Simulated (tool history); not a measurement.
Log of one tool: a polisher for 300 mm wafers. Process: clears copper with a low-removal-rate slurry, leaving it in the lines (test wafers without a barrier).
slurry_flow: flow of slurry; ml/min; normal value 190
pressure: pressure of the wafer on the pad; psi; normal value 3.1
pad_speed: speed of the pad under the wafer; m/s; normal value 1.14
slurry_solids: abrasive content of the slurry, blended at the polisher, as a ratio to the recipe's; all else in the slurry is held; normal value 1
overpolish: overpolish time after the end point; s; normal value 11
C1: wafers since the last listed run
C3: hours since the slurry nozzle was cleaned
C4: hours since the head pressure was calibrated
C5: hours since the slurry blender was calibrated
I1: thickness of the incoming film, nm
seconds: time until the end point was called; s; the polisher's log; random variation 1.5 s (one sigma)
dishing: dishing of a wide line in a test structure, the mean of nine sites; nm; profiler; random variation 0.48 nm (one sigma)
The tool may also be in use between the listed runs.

run 1 hour=0 | slurry_flow=170 pressure=3.5 pad_speed=1.14 slurry_solids=1 overpolish=11 | C1=0 wafers_polished_on_this_pad=253 C3=769.2 C4=615.6 C5=341.6 | I1=274 | seconds=89.4 dishing=20.5
-- hour=28.2 slurry nozzle cleaned
run 2 hour=62.8 | slurry_flow=170 pressure=3.5 pad_speed=1.14 slurry_solids=1 overpolish=11 | C1=538 wafers_polished_on_this_pad=792 C3=34.6 C4=678.4 C5=404.4 | I1=270.1 | seconds=91.8 dishing=20.1
-- hour=77.4 slurry blender recalibrated
run 3 hour=126.7 | slurry_flow=170 pressure=3.5 pad_speed=1.14 slurry_solids=1 overpolish=11 | C1=539 wafers_polished_on_this_pad=1331 C3=98.5 C4=742.3 C5=49.3 | I1=275.8 | seconds=95.5 dishing=19
run 4 hour=164.8 | slurry_flow=190 pressure=3.1 pad_speed=1.14 slurry_solids=1 overpolish=11 | C1=332 wafers_polished_on_this_pad=1663 C3=136.6 C4=780.4 C5=87.4 | I1=271.6 | seconds=101.6 dishing=17.8
run 5 hour=221.1 | slurry_flow=190 pressure=3.1 pad_speed=1.14 slurry_solids=1 overpolish=11 | C1=490 wafers_polished_on_this_pad=2154 C3=192.9 C4=836.7 C5=143.7 | I1=268.9 | seconds=100.7 dishing=18.8
-- hour=261.7 head pressure recalibrated
run 6 hour=262.2 | slurry_flow=210 pressure=3.1 pad_speed=1.14 slurry_solids=1 overpolish=11 | C1=340 wafers_polished_on_this_pad=2495 C3=234 C4=0.5 C5=184.8 | I1=272.8 | seconds=103.1 dishing=18.5
run 7 hour=321.5 | slurry_flow=190 pressure=2.4 pad_speed=1.14 slurry_solids=1 overpolish=11 | C1=516 wafers_polished_on_this_pad=3012 C3=293.3 C4=59.8 C5=244.1 | I1=269.1 | seconds=116.9 dishing=16.2
-- hour=332.5 worn pad replaced by a new one, repeated, since the last time left the tool worse
run 8 hour=348.6 | slurry_flow=190 pressure=2.4 pad_speed=1.14 slurry_solids=1 overpolish=11 | C1=201 wafers_polished_on_this_pad=140 C3=320.4 C4=86.9 C5=271.2 | I1=265.2 | seconds=99.4 dishing=18.8
run 9 hour=416.9 | slurry_flow=190 pressure=3.1 pad_speed=0.94 slurry_solids=1.25 overpolish=13 | C1=595 wafers_polished_on_this_pad=735 C3=388.7 C4=155.2 C5=339.5 | I1=268 | seconds=100.2 dishing=20.4
run 10 hour=477.2 | slurry_flow=190 pressure=3.1 pad_speed=1.14 slurry_solids=1 overpolish=11 | C1=525 wafers_polished_on_this_pad=1261 C3=449 C4=215.5 C5=399.8 | I1=271.8 | seconds=89.9 dishing=20.9
-- hour=483.7 slurry blender recalibrated
run 11 hour=528.5 | slurry_flow=190 pressure=3.1 pad_speed=1.14 slurry_solids=1 overpolish=11 | C1=429 wafers_polished_on_this_pad=1691 C3=500.3 C4=266.8 C5=44.8 | I1=269.4 | seconds=89.9 dishing=20.1
run 12 hour=590.5 | slurry_flow=190 pressure=3.1 pad_speed=1.14 slurry_solids=1 overpolish=11 | C1=540 wafers_polished_on_this_pad=2231 C3=562.3 C4=328.8 C5=106.8 | I1=268.5 | seconds=90.2 dishing=20.7
run 13 hour=623.6 | slurry_flow=190 pressure=3.1 pad_speed=1.14 slurry_solids=1 overpolish=11 | C1=288 wafers_polished_on_this_pad=2520 C3=595.4 C4=361.9 C5=139.9 | I1=274.9 | seconds=90 dishing=19.1
run 14 hour=687.8 | slurry_flow=155 pressure=3.1 pad_speed=1.54 slurry_solids=1 overpolish=11 | C1=559 wafers_polished_on_this_pad=3079 C3=659.6 C4=426.1 C5=204.1 | I1=275.1 | seconds=72.7 dishing=24.3
run 15 hour=718.9 | slurry_flow=155 pressure=3.1 pad_speed=1.14 slurry_solids=1 overpolish=11 | C1=271 wafers_polished_on_this_pad=3350 C3=690.7 C4=457.2 C5=235.2 | I1=268 | seconds=91.7 dishing=19.7
run 16 hour=758.3 | slurry_flow=130 pressure=3.1 pad_speed=1.14 slurry_solids=1 overpolish=6 | C1=343 wafers_polished_on_this_pad=3694 C3=730.1 C4=496.6 C5=274.6 | I1=269.3 | seconds=99.5 dishing=11.5
-- hour=827.1 worn pad replaced by a new one
run 17 hour=827.6 | slurry_flow=190 pressure=3.1 pad_speed=1.46 slurry_solids=1.3 overpolish=17 | C1=569 wafers_polished_on_this_pad=4 C3=799.4 C4=565.9 C5=343.9 | I1=270 | seconds=64.1 dishing=33.8
run 18 hour=888.1 | slurry_flow=190 pressure=3.1 pad_speed=1.36 slurry_solids=1 overpolish=11 | C1=527 wafers_polished_on_this_pad=532 C3=859.9 C4=626.4 C5=404.4 | I1=270.3 | seconds=75.2 dishing=23
-- hour=908.1 slurry blender recalibrated
run 19 hour=918.7 | slurry_flow=240 pressure=3.1 pad_speed=1.14 slurry_solids=1 overpolish=11 | C1=249 wafers_polished_on_this_pad=781 C3=890.5 C4=657 C5=10.6 | I1=268.2 | seconds=85.5 dishing=20.4
run 20 hour=944.8 | slurry_flow=190 pressure=3.1 pad_speed=1.4 slurry_solids=1.3 overpolish=11 | C1=227 wafers_polished_on_this_pad=1008 C3=916.6 C4=683.1 C5=36.7 | I1=272.1 | seconds=69.7 dishing=24
run 21 hour=986.3 | slurry_flow=190 pressure=3.1 pad_speed=1.14 slurry_solids=1 overpolish=11 | C1=361 wafers_polished_on_this_pad=1370 C3=958.1 C4=724.6 C5=78.2 | I1=265.1 | seconds=90.2 dishing=20.3
-- hour=1002.4 slurry nozzle cleaned
run 22 hour=1032.9 | slurry_flow=190 pressure=4.1 pad_speed=0.88 slurry_solids=1 overpolish=11 | C1=397 wafers_polished_on_this_pad=1768 C3=30.5 C4=771.2 C5=124.8 | I1=271.7 | seconds=97.8 dishing=19
run 23 hour=1071.5 | slurry_flow=145 pressure=3.1 pad_speed=1.14 slurry_solids=1 overpolish=16 | C1=336 wafers_polished_on_this_pad=2104 C3=69.1 C4=809.8 C5=163.4 | I1=264.6 | seconds=91.3 dishing=25.8
-- hour=1087.4 head pressure recalibrated
run 24 hour=1119.7 | slurry_flow=190 pressure=3.1 pad_speed=1.14 slurry_solids=1 overpolish=11 | C1=402 wafers_polished_on_this_pad=2507 C3=117.3 C4=32.3 C5=211.6 | I1=267.2 | seconds=88.5 dishing=20.5
run 25 hour=1183.1 | slurry_flow=190 pressure=3.8 pad_speed=1.14 slurry_solids=1 overpolish=11 | C1=552 wafers_polished_on_this_pad=3059 C3=180.7 C4=95.7 C5=275 | I1=269.1 | seconds=79.5 dishing=22.6
-- hour=1215.2 worn pad replaced by a new one
run 26 hour=1233 | slurry_flow=190 pressure=3.1 pad_speed=1.14 slurry_solids=1 overpolish=11 | C1=400 wafers_polished_on_this_pad=154 C3=230.6 C4=145.6 C5=324.9 | I1=270.5 | seconds=89.2 dishing=21.1
run 27 hour=1271.2 | slurry_flow=210 pressure=4.1 pad_speed=1.14 slurry_solids=1.3 overpolish=11 | C1=332 wafers_polished_on_this_pad=487 C3=268.8 C4=183.8 C5=363.1 | I1=269.3 | seconds=68.2 dishing=24.2
run 28 hour=1306.8 | slurry_flow=135 pressure=3.1 pad_speed=0.78 slurry_solids=1 overpolish=11 | C1=310 wafers_polished_on_this_pad=798 C3=304.4 C4=219.4 C5=398.7 | I1=275.4 | seconds=138.7 dishing=14.8
-- hour=1366.6 slurry blender recalibrated
run 29 hour=1499.9 | slurry_flow=190 pressure=3.1 pad_speed=1.36 slurry_solids=1 overpolish=14 | C1=1665 wafers_polished_on_this_pad=2463 C3=497.5 C4=412.5 C5=133.3 | I1=274 | seconds=79.8 dishing=28.2

3 options for the next run, each taken on its own from the tool as it stands now. Forecast them:
run A hour=1500.3 | slurry_flow=190 pressure=3.1 pad_speed=1.14 slurry_solids=1 overpolish=11 | C1=3 wafers_polished_on_this_pad=2467 C3=497.9 C4=412.9 C5=133.7 | I1=273.2 | seconds=? dishing=?
run B hour=1500.3 | slurry_flow=190 pressure=3.4 pad_speed=1.14 slurry_solids=1.2 overpolish=11 | C1=3 wafers_polished_on_this_pad=2467 C3=497.9 C4=412.9 C5=133.7 | I1=273.2 | seconds=? dishing=?
run C hour=1500.3 | slurry_flow=150 pressure=3.8 pad_speed=0.78 slurry_solids=1 overpolish=17 | C1=3 wafers_polished_on_this_pad=2467 C3=497.9 C4=412.9 C5=133.7 | I1=273.2 | seconds=? dishing=?

run=A seconds=89.4 dishing=19.7
run=B seconds=81.4 dishing=21.2
run=C seconds=118.8 dishing=22.2
With no hidden state in the tool, these same runs would have given:
run=A seconds=85.1 dishing=20.4
run=B seconds=77.5 dishing=22
run=C seconds=113.1 dishing=23
